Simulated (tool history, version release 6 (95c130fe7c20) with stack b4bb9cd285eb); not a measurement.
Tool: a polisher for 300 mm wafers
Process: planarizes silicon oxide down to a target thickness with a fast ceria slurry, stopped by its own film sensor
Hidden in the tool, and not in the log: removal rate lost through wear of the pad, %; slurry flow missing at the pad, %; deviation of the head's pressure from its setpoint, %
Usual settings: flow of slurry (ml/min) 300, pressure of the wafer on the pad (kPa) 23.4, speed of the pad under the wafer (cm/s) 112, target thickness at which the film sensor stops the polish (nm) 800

run	hour	flow of slurry (ml/min)	pressure of the wafer on the pad (kPa)	speed of the pad under the wafer (cm/s)	target thickness at which the film sensor stops the polish (nm)	wafers since the last listed run	wafers polished on this pad	hours since the slurry nozzle was cleaned	hours since the head pressure was calibrated	incoming thickness of the incoming film, nm	time until the film sensor stopped the polish (s)
1	0.0	300	23.4	112	664	0	377	176.4	612.0	2070.6	75.3
2	29.8	340	28.3	112	800	196	574	206.2	641.8	2055.8	57.4
3	54.5	340	28.3	112	800	163	737	230.9	666.5	2092.9	58.5
# hour 78.8: worn pad replaced by a new one
4	80.8	300	23.4	112	800	147	13	257.2	692.8	2109.6	71.2
5	98.6	300	23.4	112	800	117	130	275.0	710.6	2122.7	71.6
# hour 101.9: slurry nozzle cleaned
6	175.4	300	23.4	112	800	500	631	73.5	787.4	2113.3	72.3
7	193.2	300	23.4	112	1151	117	748	91.3	805.2	2114.1	51.2
8	209.6	300	23.4	112	1151	108	857	107.7	821.6	2083.0	52.1
# hour 225.6: worn pad replaced by a new one
9	227.8	300	23.4	112	800	93	14	125.9	839.8	2081.7	69.6
10	242.3	300	23.4	112	800	95	110	140.4	854.3	2062.9	69.4
11	257.6	300	17.9	102	800	101	211	155.7	869.6	2088.6	100.0
12	277.3	300	17.9	102	800	130	341	175.4	889.3	2075.1	100.8
13	299.5	300	23.4	112	800	146	488	197.6	911.5	2051.9	67.1
14	343.7	300	23.4	112	800	291	780	241.8	955.7	2083.6	68.5
# hour 357.7: worn pad replaced by a new one
# hour 361.8: slurry nozzle cleaned
15	379.6	300	23.4	112	800	204	137	17.8	991.6	2084.0	71.3
16	402.1	235	20.7	136	800	148	286	40.3	1014.1	2089.3	67.3
17	433.6	300	23.4	112	986	207	494	71.8	1045.6	2120.5	61.9
# hour 448.5: head pressure recalibrated
18	465.1	390	27.6	112	477	194	689	103.3	16.6	2052.1	72.9
19	479.6	300	23.4	112	800	95	784	117.8	31.1	2044.2	67.9
# hour 495.0: worn pad replaced by a new one
20	499.2	300	23.4	112	1200	103	28	137.4	50.7	2104.5	49.4
21	529.2	380	20.0	112	530	198	226	167.4	80.7	2066.1	95.6
22	559.3	300	23.4	76	917	198	424	197.5	110.8	2122.6	95.4
23	584.7	300	23.4	112	800	167	592	222.9	136.2	2116.3	70.6
24	596.8	300	23.4	112	800	79	672	235.0	148.3	2064.8	69.3
25	623.0	300	23.4	112	800	172	845	261.2	174.5	2105.6	70.1
# hour 636.2: slurry nozzle cleaned
26	649.1	300	19.3	112	588	165	1011	12.9	200.6	2081.6	95.9
# hour 664.3: worn pad replaced by a new one
27	683.0	300	23.4	112	800	197	123	46.8	234.5	2057.3	67.2
28	711.8	300	29.6	112	800	190	313	75.6	263.3	2096.1	54.0
29	740.4	300	16.5	126	1150	188	502	104.2	291.9	2084.5	64.5
30	761.6	300	28.3	112	505	139	642	125.4	313.1	2112.8	71.0

Hidden state at the last listed run before each entry between runs and at the first one after, where it differs:
Between runs 3 and 4: worn pad replaced by a new one (hour 78.8)
  no hidden state differs between the two runs
Between runs 5 and 6: slurry nozzle cleaned (hour 101.9)
  no hidden state differs between the two runs
Between runs 8 and 9: worn pad replaced by a new one (hour 225.6)
  no hidden state differs between the two runs
Between runs 14 and 15: worn pad replaced by a new one (hour 357.7); slurry nozzle cleaned (hour 361.8)
  no hidden state differs between the two runs
Between runs 17 and 18: head pressure recalibrated (hour 448.5)
  no hidden state differs between the two runs
Between runs 19 and 20: worn pad replaced by a new one (hour 495.0)
  no hidden state differs between the two runs
Between runs 25 and 26: slurry nozzle cleaned (hour 636.2)
  no hidden state differs between the two runs
Between runs 26 and 27: worn pad replaced by a new one (hour 664.3)
  no hidden state differs between the two runs
